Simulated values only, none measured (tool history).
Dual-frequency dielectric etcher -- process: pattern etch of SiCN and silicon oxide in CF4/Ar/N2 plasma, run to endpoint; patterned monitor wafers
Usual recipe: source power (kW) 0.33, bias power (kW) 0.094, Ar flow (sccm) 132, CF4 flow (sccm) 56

run    day  source power (kW)  bias power (kW)  Ar flow (sccm)  CF4 flow (sccm)  wafers since the last listed run  hours since the last wet clean  hours since the last source power generator calibration  hours since the last bias power generator calibration  hours since the last Ar flow controller change  hours since the last CF4 flow controller change  hours since the last upper electrode change  incoming incoming film thickness, nm  endpoint time (s)
  1      0               0.33            0.094             143               56                                 0                           443.8                                                   4359.2                                                 4773.8                                          1552.8                                           5185.9                                       5072.8                                  8.45               12.4
  2  0.354               0.33            0.094             143               56                               103                           452.3                                                   4367.7                                                 4782.3                                          1561.3                                           5194.4                                       5081.3                                  8.38               12.3
  3  0.875               0.33            0.094             143               56                               152                           464.8                                                   4380.2                                                 4794.8                                          1573.8                                           5206.9                                       5093.8                                  8.39               12.5
  4  1.317               0.33            0.094             132               56                               128                           475.4                                                   4390.8                                                 4805.4                                          1584.4                                           5217.5                                       5104.4                                  8.36               12.3
  5  1.888               0.33            0.094             132               56                               166                           489.1                                                   4404.5                                                 4819.1                                          1598.1                                           5231.2                                       5118.1                                  8.47               12.6
     2.758  -- bias power generator calibrated
     3.212  -- Ar flow controller replaced
      3.25  -- upper electrode replaced
     3.308  -- CF4 flow controller replaced
  6  3.329                0.3            0.094             132               56                               271                           523.7                                                   4439.1                                                   13.7                                             2.8                                              0.5                                          1.9                                  8.34               13.4
  7  3.342                0.3            0.094             132               56                                 3                             524                                                   4439.4                                                     14                                             3.1                                              0.8                                          2.2                                  8.46               13.6
  8  3.354               0.31            0.094             132               62                                 3                           524.3                                                   4439.7                                                   14.3                                             3.4                                              1.1                                          2.5                                   8.4                 13
  9  3.692                0.3            0.094             132               56                                98                           532.4                                                   4447.8                                                   22.4                                            11.5                                              9.2                                         10.6                                  8.37               13.3
     3.975  -- source power generator calibrated
     5.112  -- wet clean of the chamber
 10  5.133               0.37            0.102             105               45                                80                             0.5                                                     27.8                                                     57                                            46.1                                             43.8                                         45.2                                  8.51               10.7
 11   5.15                0.3            0.094             132               69                                 4                             0.9                                                     28.2                                                   57.4                                            46.5                                             44.2                                         45.6                                  8.46                 13
 12  5.429               0.33            0.113             132               70                                81                             7.6                                                     34.9                                                   64.1                                            53.2                                             50.9                                         52.3                                  8.37                 11

Run 13 is up next; what results do you expect?
 13  5.879                0.4            0.107             132               56                               131                            18.4                                                     45.7                                                   74.9                                              64                                             61.7                                         63.1                                  8.37                  ?

Run 13 gave endpoint time (s) 9.8.
Were there no unlogged condition in the tool, this run, its random variation unchanged, would have produced endpoint time (s) 9.8.

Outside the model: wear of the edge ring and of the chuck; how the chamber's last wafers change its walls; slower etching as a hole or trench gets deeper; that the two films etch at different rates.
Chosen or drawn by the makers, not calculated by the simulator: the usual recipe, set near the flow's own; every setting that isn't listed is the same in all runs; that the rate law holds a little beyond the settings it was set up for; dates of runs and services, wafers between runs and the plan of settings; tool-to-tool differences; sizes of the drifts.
